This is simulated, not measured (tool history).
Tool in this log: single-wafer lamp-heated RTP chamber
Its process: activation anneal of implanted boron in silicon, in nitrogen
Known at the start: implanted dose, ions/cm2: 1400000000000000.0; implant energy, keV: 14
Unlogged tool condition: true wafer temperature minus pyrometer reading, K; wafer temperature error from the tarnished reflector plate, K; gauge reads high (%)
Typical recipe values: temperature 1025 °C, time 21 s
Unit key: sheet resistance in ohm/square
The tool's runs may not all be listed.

run	hour	temperature	time	wafers since the last listed run	wafers since the last pyrometer calibration	wafers since the reflector plate was cleaned	hours since the gauge calibration	read-back reference wafer on the same gauge, sheet resistance	sheet resistance
1	0	1039	21	0	2161	174	1949.6	80.59	89.22
2	49	1039	21	692	2853	867	1998.6	80.53	88.51
3	79.8	1039	21	435	3288	1302	2029.4	80.57	89.17
4	122.6	1013	13	604	3893	1906	2072.2	80.59	95.28
5	151.1	1013	13	402	4295	2309	2100.7	80.62	95.54
6	200.1	1013	13	692	4988	3001	2149.7	80.69	95.06
7	231.5	1025	21	443	5431	3445	2181.1	80.61	90.99
8	292.3	1025	21	859	6290	4304	2241.9	80.6	91.12
# hour 349.5: pyrometer window cleaned and pyrometer calibrated
9	350	1025	21	702	7	5006	2299.6	80.58	91.01
10	411.4	1025	21	867	875	5874	2361	80.54	91.28
11	448.9	1025	21	529	1405	6404	2398.5	80.55	91.03
# hour 467.1: gauge calibrated
12	565.2	1025	18	1643	3048	8047	98.1	80.62	91.27
13	636.6	1001	16	1008	4056	9055	169.5	80.62	96.61
14	699.8	1054	21	892	4949	9948	232.7	80.6	86.37
15	761.4	1025	21	870	5820	10819	294.3	80.58	90.54
16	792.4	1025	28	437	6258	11257	325.3	80.68	89.42
# hour 818.8: pyrometer window cleaned and pyrometer calibrated
17	832.1	1036	21	447	187	11704	365	80.64	88.46
18	893.6	1007	24	868	1056	12573	426.5	80.57	93.18
19	944.2	1025	21	714	1771	13288	477.1	80.62	89.74
# hour 1068.6: reflector plate cleaned
20	1148.1	1025	21	2767	4539	1123	681	80.6	92.16
21	1192	998	21	620	5159	1743	724.9	80.59	98.51
# hour 1234.1: pyrometer window cleaned and pyrometer calibrated
22	1236.7	1025	21	518	36	2262	769.6	80.63	91.48
23	1302.1	1048	21	923	960	3186	835	80.62	86.83
24	1339.4	1025	21	526	1487	3713	872.3	80.59	91.39
25	1399.4	1050	25	847	2335	4561	932.3	80.59	86.15
26	1425.2	1036	12	364	2700	4925	958.1	80.6	90.39
27	1476.2	1038	32	720	3420	5646	1009.1	80.62	86.79
28	1545.5	1041	26	979	4399	6625	1078.4	80.6	86.85
29	1571.8	1025	21	371	4771	6996	1104.7	80.58	90.58
30	1602.2	995	14	429	5200	7426	1135.1	80.55	99.56
31	1666.3	1025	21	905	6106	8331	1199.2	80.64	91.13
# hour 1684: pyrometer window cleaned and pyrometer calibrated
32	1704.3	1025	21	423	286	8755	1237.2	80.62	90.04
33	1737.8	1006	15	473	759	9229	1270.7	80.56	95.59
34	1772.2	1025	31	486	1245	9715	1305.1	80.56	88.28
35	1831.1	1006	9	832	2078	10547	1364	80.57	97.79
36	1885.2	1036	32	764	2842	11311	1418.1	80.59	86.95

Predict each of these 5 candidate next runs independently; none follows another, all start after run 36:
A	1885.6	1025	21	5	2848	11317	1418.5	?	?
B	1885.6	998	10	5	2848	11317	1418.5	?	?
C	1885.6	997	15	5	2848	11317	1418.5	?	?
D	1885.6	1017	33	5	2848	11317	1418.5	?	?
E	1885.6	1035	14	5	2848	11317	1418.5	?	?

run	read-back reference wafer on the same gauge, sheet resistance	sheet resistance
A	80.59	90.11
B	80.59	99.1
C	80.59	97.79
D	80.59	90.14
E	80.59	89.59
The same runs, with their run-to-run variation unchanged, on a tool lacking any hidden condition would have given:
run	sheet resistance
A	91.72
B	102.49
C	100.92
D	91.89
E	90.99
